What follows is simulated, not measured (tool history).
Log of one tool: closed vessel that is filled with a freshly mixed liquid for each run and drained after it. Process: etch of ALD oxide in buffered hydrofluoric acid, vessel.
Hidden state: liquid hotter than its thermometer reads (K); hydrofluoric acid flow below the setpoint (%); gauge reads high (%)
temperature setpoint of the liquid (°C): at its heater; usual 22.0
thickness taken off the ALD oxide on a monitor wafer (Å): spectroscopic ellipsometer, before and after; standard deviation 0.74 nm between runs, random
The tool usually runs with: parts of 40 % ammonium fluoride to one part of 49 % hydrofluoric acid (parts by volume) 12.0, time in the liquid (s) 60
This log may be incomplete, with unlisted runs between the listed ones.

run	hour	temperature setpoint of the liquid (°C)	parts of 40 % ammonium fluoride to one part of 49 % hydrofluoric acid (parts by volume)	time in the liquid (s)	wafers since the last listed run	hours since the thermometer was replaced	hours since the hydrofluoric acid flow meter was replaced	hours since the gauge calibration	read-back film thickness of the ALD oxide reference wafer, read on the same gauge (nm)	thickness taken off the ALD oxide on a monitor wafer (Å)
1	0.0	22.0	12.0	60	0	911.3	99.2	3.3	90.02	959.1
2	36.2	22.0	12.0	60	5205	947.5	135.4	39.5	89.99	959.0
3	142.4	22.0	12.0	60	15272	1053.7	241.6	145.7	89.97	968.2
4	188.3	19.5	12.0	80	6600	1099.6	287.5	191.6	90.01	1129.5
5	292.8	22.0	12.0	60	15028	1204.1	392.0	296.1	90.01	962.9
6	364.3	23.5	12.0	60	10282	1275.6	463.5	367.6	89.98	1068.9
# hour 370.0: hydrofluoric acid flow meter replaced
7	421.4	23.5	12.0	60	8067	1332.7	51.4	424.7	90.02	1050.6
8	523.6	23.5	12.0	60	14697	1434.9	153.6	526.9	89.99	1070.7
9	588.3	22.0	12.0	60	9304	1499.6	218.3	591.6	89.98	1011.4
# hour 721.5: gauge calibrated
10	748.9	22.0	8.5	60	23095	1660.2	378.9	27.4	90.00	1356.8
11	788.9	25.0	8.0	60	5752	1700.2	418.9	67.4	90.03	1724.9
12	836.1	22.0	12.0	60	6787	1747.4	466.1	114.6	89.99	1004.5
# hour 877.1: hydrofluoric acid flow meter replaced
13	913.6	22.0	12.0	60	11001	1824.9	36.5	192.1	90.00	1018.4
# hour 924.1: thermometer replaced
14	978.7	17.5	8.5	70	9218	54.6	101.6	257.2	90.00	1112.0
15	1019.5	23.5	14.0	70	5867	95.4	142.4	298.0	90.01	990.6
16	1104.7	24.5	13.5	85	12252	180.6	227.6	383.2	89.99	1338.2
17	1171.5	20.5	15.5	30	9606	247.4	294.4	450.0	90.00	330.3
# hour 1274.2: hydrofluoric acid flow meter replaced
18	1327.6	22.0	12.0	60	22304	403.5	53.4	606.1	90.01	925.9
19	1403.8	22.0	12.0	60	10958	479.7	129.6	682.3	89.99	929.2
20	1455.3	19.0	15.0	60	7406	531.2	181.1	733.8	89.97	647.2
21	1537.1	20.5	13.5	60	11763	613.0	262.9	815.6	89.95	769.1

Forecast each of these 5 alternatives for the next run:
A	1537.8	22.0	12.0	60	100	613.7	263.6	816.3	?	?
B	1537.8	26.5	8.0	60	100	613.7	263.6	816.3	?	?
C	1537.8	22.0	9.0	75	100	613.7	263.6	816.3	?	?
D	1537.8	26.5	12.0	90	100	613.7	263.6	816.3	?	?
E	1537.8	24.5	12.0	60	100	613.7	263.6	816.3	?	?

run	read-back film thickness of the ALD oxide reference wafer, read on the same gauge (nm)	thickness taken off the ALD oxide on a monitor wafer (Å)
A	90.04	942.2
B	90.04	1743.1
C	90.04	1503.3
D	90.04	1803.5
E	90.04	1079.8
Take away the tool's hidden state, keep each run's random variation, and the runs would have read:
run	thickness taken off the ALD oxide on a monitor wafer (Å)
A	898.6
B	1664.8
C	1433.8
D	1722.3
E	1030.6

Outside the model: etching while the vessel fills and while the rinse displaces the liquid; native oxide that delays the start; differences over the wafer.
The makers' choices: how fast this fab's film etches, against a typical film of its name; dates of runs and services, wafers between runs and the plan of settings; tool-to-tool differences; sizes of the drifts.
